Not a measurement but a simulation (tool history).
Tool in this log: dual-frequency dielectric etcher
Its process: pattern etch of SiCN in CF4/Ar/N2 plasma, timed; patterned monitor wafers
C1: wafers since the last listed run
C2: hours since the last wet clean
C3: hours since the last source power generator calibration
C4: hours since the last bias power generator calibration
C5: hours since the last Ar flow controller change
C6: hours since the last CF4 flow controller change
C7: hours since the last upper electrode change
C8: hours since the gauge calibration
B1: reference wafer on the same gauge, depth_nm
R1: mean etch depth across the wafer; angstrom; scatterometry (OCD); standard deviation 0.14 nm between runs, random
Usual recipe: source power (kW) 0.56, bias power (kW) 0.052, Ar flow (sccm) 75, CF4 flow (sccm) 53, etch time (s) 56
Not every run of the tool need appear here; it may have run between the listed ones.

{"run": 1, "hour": 0.0, "source power (kW)": 0.56, "bias power (kW)": 0.052, "Ar flow (sccm)": 75, "CF4 flow (sccm)": 58, "etch time (s)": 51, "C1": 0, "C2": 446.7, "C3": 2424.6, "C4": 37.2, "C5": 1956.6, "C6": 3131.2, "C7": 5390, "C8": 44.5, "B1": 64.1, "R1": 473}
{"run": 2, "hour": 9.2, "source power (kW)": 0.56, "bias power (kW)": 0.052, "Ar flow (sccm)": 75, "CF4 flow (sccm)": 58, "etch time (s)": 51, "C1": 100, "C2": 455.9, "C3": 2433.8, "C4": 46.4, "C5": 1965.8, "C6": 3140.4, "C7": 5399.2, "C8": 53.7, "B1": 64.1, "R1": 475}
{"run": 3, "hour": 21.1, "source power (kW)": 0.56, "bias power (kW)": 0.052, "Ar flow (sccm)": 75, "CF4 flow (sccm)": 53, "etch time (s)": 56, "C1": 130, "C2": 467.8, "C3": 2445.7, "C4": 58.3, "C5": 1977.7, "C6": 3152.3, "C7": 5411.1, "C8": 65.6, "B1": 64.1, "R1": 512}
{"hour": 57.7, "done": "wet clean of the chamber"}
{"run": 4, "hour": 58.2, "source power (kW)": 0.56, "bias power (kW)": 0.052, "Ar flow (sccm)": 75, "CF4 flow (sccm)": 53, "etch time (s)": 56, "C1": 143, "C2": 0.5, "C3": 2482.8, "C4": 95.4, "C5": 2014.8, "C6": 3189.4, "C7": 5448.2, "C8": 102.7, "B1": 64.1, "R1": 511}
{"run": 5, "hour": 58.5, "source power (kW)": 0.56, "bias power (kW)": 0.052, "Ar flow (sccm)": 75, "CF4 flow (sccm)": 53, "etch time (s)": 56, "C1": 3, "C2": 0.8, "C3": 2483.1, "C4": 95.7, "C5": 2015.1, "C6": 3189.7, "C7": 5448.5, "C8": 103, "B1": 64.1, "R1": 510}
{"run": 6, "hour": 59.3, "source power (kW)": 0.56, "bias power (kW)": 0.052, "Ar flow (sccm)": 75, "CF4 flow (sccm)": 53, "etch time (s)": 56, "C1": 8, "C2": 1.6, "C3": 2483.9, "C4": 96.5, "C5": 2015.9, "C6": 3190.5, "C7": 5449.3, "C8": 103.8, "B1": 64.1, "R1": 512}
{"hour": 70.9, "done": "source power generator calibrated"}
{"run": 7, "hour": 71.4, "source power (kW)": 0.47, "bias power (kW)": 0.065, "Ar flow (sccm)": 75, "CF4 flow (sccm)": 53, "etch time (s)": 56, "C1": 88, "C2": 13.7, "C3": 0.5, "C4": 108.6, "C5": 2028, "C6": 3202.6, "C7": 5461.4, "C8": 115.9, "B1": 64.1, "R1": 479}
{"run": 8, "hour": 85.3, "source power (kW)": 0.56, "bias power (kW)": 0.047, "Ar flow (sccm)": 75, "CF4 flow (sccm)": 61, "etch time (s)": 49, "C1": 152, "C2": 27.6, "C3": 14.4, "C4": 122.5, "C5": 2041.9, "C6": 3216.5, "C7": 5475.3, "C8": 129.8, "B1": 64.1, "R1": 472}
{"run": 9, "hour": 100.5, "source power (kW)": 0.56, "bias power (kW)": 0.052, "Ar flow (sccm)": 75, "CF4 flow (sccm)": 43, "etch time (s)": 56, "C1": 166, "C2": 42.8, "C3": 29.6, "C4": 137.7, "C5": 2057.1, "C6": 3231.7, "C7": 5490.5, "C8": 145, "B1": 64.1, "R1": 522}
{"run": 10, "hour": 107.7, "source power (kW)": 0.56, "bias power (kW)": 0.052, "Ar flow (sccm)": 75, "CF4 flow (sccm)": 53, "etch time (s)": 56, "C1": 78, "C2": 50, "C3": 36.8, "C4": 144.9, "C5": 2064.3, "C6": 3238.9, "C7": 5497.7, "C8": 152.2, "B1": 64.1, "R1": 545}
{"hour": 133.3, "done": "upper electrode replaced, of another model than before"}
{"run": 11, "hour": 133.8, "source power (kW)": 0.56, "bias power (kW)": 0.052, "Ar flow (sccm)": 75, "CF4 flow (sccm)": 41, "etch time (s)": 56, "C1": 22, "C2": 76.1, "C3": 62.9, "C4": 171, "C5": 2090.4, "C6": 3265, "C7": 0.5, "C8": 178.3, "B1": 64.1, "R1": 520}
{"run": 12, "hour": 134.1, "source power (kW)": 0.56, "bias power (kW)": 0.045, "Ar flow (sccm)": 75, "CF4 flow (sccm)": 48, "etch time (s)": 56, "C1": 3, "C2": 76.4, "C3": 63.2, "C4": 171.3, "C5": 2090.7, "C6": 3265.3, "C7": 0.8, "C8": 178.6, "B1": 64.1, "R1": 513}

Forecast run 13:
{"run": 13, "hour": 139.3, "source power (kW)": 0.56, "bias power (kW)": 0.052, "Ar flow (sccm)": 75, "CF4 flow (sccm)": 53, "etch time (s)": 56, "C1": 56, "C2": 81.6, "C3": 68.4, "C4": 176.5, "C5": 2095.9, "C6": 3270.5, "C7": 6, "C8": 183.8, "B1": "?", "R1": "?"}

Run 13 gave B1 64.1, R1 546 angstrom.
With no hidden state in the tool, this same run would have given R1 536 angstrom.
